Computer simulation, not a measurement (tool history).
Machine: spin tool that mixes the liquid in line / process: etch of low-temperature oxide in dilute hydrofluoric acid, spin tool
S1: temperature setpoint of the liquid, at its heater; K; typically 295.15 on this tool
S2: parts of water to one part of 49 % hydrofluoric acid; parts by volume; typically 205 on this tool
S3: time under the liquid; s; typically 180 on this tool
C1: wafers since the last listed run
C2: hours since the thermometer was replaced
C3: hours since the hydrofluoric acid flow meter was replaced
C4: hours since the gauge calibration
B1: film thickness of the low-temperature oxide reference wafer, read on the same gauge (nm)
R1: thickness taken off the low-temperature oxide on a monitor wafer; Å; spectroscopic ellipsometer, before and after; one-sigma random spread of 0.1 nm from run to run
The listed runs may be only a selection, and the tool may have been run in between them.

run   hour      S1   S2   S3   C1      C2      C3     C4     B1     R1
  1      0  295.15  205  180    0  1570.8  2240.1  194.3  69.98  107.7
  2    7.4  295.15  205  180   56  1578.2  2247.5  201.7  69.99  106.7
  3   17.5  295.15  205  180   77  1588.3  2257.6  211.8  70.03  108.6
  4   34.4  295.15  205  180  129  1605.2  2274.5  228.7  69.99  108.9
  5   50.7  295.15  205  180  124  1621.5  2290.8    245  69.96    110
  6   59.5  295.15  205  180   67  1630.3  2299.6  253.8  70.02  108.9
  7   71.1  295.15  205  180   88  1641.9  2311.2  265.4     70    109
  8   86.6  295.15  205  180  118  1657.4  2326.7  280.9  70.04  109.4
  9     99  295.15  205  240   95  1669.8  2339.1  293.3  70.01  143.4
 10  107.4  295.15  205  240   64  1678.2  2347.5  301.7  70.03  146.4
 11  113.4  293.15  205  180   45  1684.2  2353.5  307.7     70  101.8
     122.3  -- thermometer replaced
 12    129  293.15  205  180  111     6.7  2369.1  323.3  69.98  101.7
 13  136.2  295.15  205  180   55    13.9  2376.3  330.5  69.94  108.8
     138.4  -- hydrofluoric acid flow meter replaced
 14  150.5  295.15  120  180  101    28.2    12.1  344.8  69.98    203
 15    167  290.15  110  145  126    44.7    28.6  361.3     70  149.5
 16  179.7  295.15  205  180   97    57.4    41.3    374     70  109.4
     182.6  -- gauge calibrated
 17  189.2  293.15  205   75   72    66.9    50.8    6.6  69.99   41.5
 18  202.9  295.15  205  240  104    80.6    64.5   20.3  70.04  144.1
 19  216.8  295.15  265  180  106    94.5    78.4   34.2     70   78.7
 20  227.3  295.15  165  235   80     105    88.9   44.7  70.01  187.8
 21  243.7  291.65  230  180  125   121.4   105.3   61.1  69.97   82.5
 22  253.4  295.15  205  180   74   131.1     115   70.8  70.02  108.3
 23  268.6  295.15  125  180  116   146.3   130.2     86  70.05  193.4
 24  279.9  290.15  205  180   86   157.6   141.5   97.3     70   88.6

Across each entry between runs, compare the hidden state at the last listed run before it with the hidden state at the first listed run after it:
From run 11 to run 12: thermometer replaced (hour 122.3)
  the hidden state is the same at both runs
From run 13 to run 14: hydrofluoric acid flow meter replaced (hour 138.4)
  the hidden state is the same at both runs
From run 16 to run 17: gauge calibrated (hour 182.6)
  the hidden state is the same at both runs
